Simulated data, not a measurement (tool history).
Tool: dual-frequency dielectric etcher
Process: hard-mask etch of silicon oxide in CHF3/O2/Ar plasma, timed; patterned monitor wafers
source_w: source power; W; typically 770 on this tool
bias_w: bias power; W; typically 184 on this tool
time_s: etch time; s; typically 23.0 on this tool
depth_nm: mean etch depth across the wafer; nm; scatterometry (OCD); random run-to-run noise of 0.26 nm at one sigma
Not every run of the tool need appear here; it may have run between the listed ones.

run    hour  source_w  bias_w  time_s  wafers since the last listed run  hours since the last wet clean  hours since the last source power generator calibration  hours since the last bias power generator calibration  hours since the last upper electrode change  hours since the gauge calibration  read-back reference wafer on the same gauge, depth_nm  depth_nm
  1     0.0       770     157    23.0                                 0                           165.6                                                   4831.0                                                 3699.9                                       4253.0                              880.9                                                   54.4      47.4
  2    47.0       770     206    23.0                               900                           212.6                                                   4878.0                                                 3746.9                                       4300.0                              927.9                                                   54.2      52.9
  3   110.8       770     184    23.0                              1222                           276.4                                                   4941.8                                                 3810.7                                       4363.8                              991.7                                                   54.2      51.1
  4   144.3       770     184    23.0                               641                           309.9                                                   4975.3                                                 3844.2                                       4397.3                             1025.2                                                   54.4      50.9
      151.6  -- source power generator calibrated
  5   181.8       770     184    23.0                               641                           347.4                                                     30.2                                                 3881.7                                       4434.8                             1062.7                                                   54.6      50.8
  6   210.2       690     184    23.0                               544                           375.8                                                     58.6                                                 3910.1                                       4463.2                             1091.1                                                   54.5      48.1
      235.8  -- wet clean of the chamber
  7   260.1       770     184    21.5                               496                            24.3                                                    108.5                                                 3960.0                                       4513.1                             1141.0                                                   54.7      48.0
  8   292.6       770     184    26.0                               622                            56.8                                                    141.0                                                 3992.5                                       4545.6                             1173.5                                                   54.5      57.4
  9   335.3       770     184    23.0                               818                            99.5                                                    183.7                                                 4035.2                                       4588.3                             1216.2                                                   54.7      51.0
 10   378.7       770     184    23.0                               831                           142.9                                                    227.1                                                 4078.6                                       4631.7                             1259.6                                                   54.7      50.8
 11   425.7       670     184    23.0                               900                           189.9                                                    274.1                                                 4125.6                                       4678.7                             1306.6                                                   54.8      47.4
 12   461.3       600     184    18.0                               682                           225.5                                                    309.7                                                 4161.2                                       4714.3                             1342.2                                                   54.8      35.8
      514.2  -- gauge calibrated
 13   514.4       770     226    23.0                              1017                           278.6                                                    362.8                                                 4214.3                                       4767.4                                0.2                                                   53.5      54.7
      546.4  -- upper electrode replaced
 14   575.2       770     184    23.0                               705                           339.4                                                    423.6                                                 4275.1                                         28.8                               61.0                                                   53.6      49.8
      588.7  -- bias power generator calibrated
      627.0  -- wet clean of the chamber
 15   636.0       850     184    30.0                               628                             9.0                                                    484.4                                                   47.3                                         89.6                              121.8                                                   53.7      68.7
 16   694.9       820     160    23.0                              1128                            67.9                                                    543.3                                                  106.2                                        148.5                              180.7                                                   53.8      49.3
 17   729.7       770     184    23.0                               666                           102.7                                                    578.1                                                  141.0                                        183.3                              215.5                                                   53.7      50.5
 18   773.9       770     184    23.0                               846                           146.9                                                    622.3                                                  185.2                                        227.5                              259.7                                                   53.8      50.0
 19   803.7       770     184    23.0                               571                           176.7                                                    652.1                                                  215.0                                        257.3                              289.5                                                   53.8      50.4
 20   854.1       960     197    19.5                               965                           227.1                                                    702.5                                                  265.4                                        307.7                              339.9                                                   54.0      48.5
 21   898.6       590     227    18.5                               852                           271.6                                                    747.0                                                  309.9                                        352.2                              384.4                                                   54.1      39.0
 22   946.7       610     164    25.5                               921                           319.7                                                    795.1                                                  358.0                                        400.3                              432.5                                                   54.0      47.8
 23  1003.0       580     184    17.5                              1078                           376.0                                                    851.4                                                  414.3                                        456.6                              488.8                                                   54.1      33.4
 24  1048.1       700     213    23.0                               864                           421.1                                                    896.5                                                  459.4                                        501.7                              533.9                                                   54.2      51.2
     1072.1  -- wet clean of the chamber
 25  1097.1       960     184    19.5                               479                            25.0                                                    945.5                                                  508.4                                        550.7                              582.9                                                   54.3      47.5
 26  1143.2       660     184    30.0                               883                            71.1                                                    991.6                                                  554.5                                        596.8                              629.0                                                   54.2      61.7
 27  1193.3       640     184    30.0                               960                           121.2                                                   1041.7                                                  604.6                                        646.9                              679.1                                                   54.3      60.6
 28  1256.6       770     184    26.5                              1212                           184.5                                                   1105.0                                                  667.9                                        710.2                              742.4                                                   54.5      58.8
 29  1300.6       830     221    29.5                               843                           228.5                                                   1149.0                                                  711.9                                        754.2                              786.4                                                   54.5      72.5

Forecast each of these 5 alternatives for the next run:
  A  1301.0       770     184    23.0                                 7                           228.9                                                   1149.4                                                  712.3                                        754.6                              786.8                                                      ?         ?
  B  1301.0       930     184    25.5                                 7                           228.9                                                   1149.4                                                  712.3                                        754.6                              786.8                                                      ?         ?
  C  1301.0       650     140    20.0                                 7                           228.9                                                   1149.4                                                  712.3                                        754.6                              786.8                                                      ?         ?
  D  1301.0       660     157    21.0                                 7                           228.9                                                   1149.4                                                  712.3                                        754.6                              786.8                                                      ?         ?
  E  1301.0       670     144    20.0                                 7                           228.9                                                   1149.4                                                  712.3                                        754.6                              786.8                                                      ?         ?

run  read-back reference wafer on the same gauge, depth_nm  depth_nm
  A                                                   54.4      51.0
  B                                                   54.4      61.5
  C                                                   54.4      36.9
  D                                                   54.4      40.8
  E                                                   54.4      37.8
Stripped of hidden state, with their random variation kept, the same runs would have yielded:
run  depth_nm
  A      50.0
  B      60.3
  C      36.2
  D      40.0
  E      37.1

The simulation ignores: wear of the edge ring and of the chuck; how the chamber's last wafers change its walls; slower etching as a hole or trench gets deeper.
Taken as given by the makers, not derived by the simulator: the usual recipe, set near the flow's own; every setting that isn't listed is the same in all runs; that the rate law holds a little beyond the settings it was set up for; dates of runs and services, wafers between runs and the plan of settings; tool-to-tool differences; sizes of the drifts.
